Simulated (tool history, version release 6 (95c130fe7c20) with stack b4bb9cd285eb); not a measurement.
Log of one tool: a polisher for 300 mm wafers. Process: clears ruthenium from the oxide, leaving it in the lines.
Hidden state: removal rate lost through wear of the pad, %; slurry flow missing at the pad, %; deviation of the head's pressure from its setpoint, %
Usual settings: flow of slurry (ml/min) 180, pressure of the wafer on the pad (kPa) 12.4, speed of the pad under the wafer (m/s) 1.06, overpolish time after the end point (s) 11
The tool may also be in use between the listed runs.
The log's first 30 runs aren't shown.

run   hour  flow of slurry (ml/min)  pressure of the wafer on the pad (kPa)  speed of the pad under the wafer (m/s)  overpolish time after the end point (s)  wafers since the last listed run  wafers polished on this pad  hours since the slurry nozzle was cleaned  hours since the head pressure was calibrated  incoming thickness of the incoming film, nm  time until the end point was called (s)
 31  478.0                      180                                    16.5                                    1.06                                       17                                60                          352                                      149.3                                         124.9                                        109.8                                     76.3
 32  519.9                      180                                     9.0                                    1.06                                       15                               227                          579                                      191.2                                         166.8                                        109.0                                    138.6
 33  530.0                      180                                    12.4                                    1.06                                        7                                54                          634                                      201.3                                         176.9                                        109.8                                    102.5
 34  539.9                      200                                    13.8                                    1.34                                        6                                53                          688                                      211.2                                         186.8                                        110.0                                     69.9
 35  557.7                      180                                    10.3                                    1.06                                       11                                96                          784                                      229.0                                         204.6                                        110.0                                    122.1
 36  565.7                      180                                     9.7                                    0.78                                       11                                43                          828                                      237.0                                         212.6                                        110.4                                    175.7
 37  577.9                      205                                    12.4                                    1.06                                       11                                66                          894                                      249.2                                         224.8                                        109.1                                     97.3
 38  586.2                      180                                    11.0                                    1.06                                       11                                45                          939                                      257.5                                         233.1                                        108.8                                    114.3

3 ways to go on from here, each from the tool as it stands after run 38. What would each give?
  A  586.7                      180                                    12.4                                    1.06                                       11                                 2                          942                                      258.0                                         233.6                                        109.1                                        ?
  B  586.7                      120                                     9.0                                    1.06                                       11                                 2                          942                                      258.0                                         233.6                                        109.1                                        ?
  C  586.7                      180                                    16.5                                    1.06                                        7                                 2                          942                                      258.0                                         233.6                                        109.1                                        ?

run  time until the end point was called (s)
  A                                    102.0
  B                                    150.4
  C                                     77.6
Without the tool's hidden state the same runs would have given:
run  time until the end point was called (s)
  A                                    100.9
  B                                    148.7
  C                                     76.7
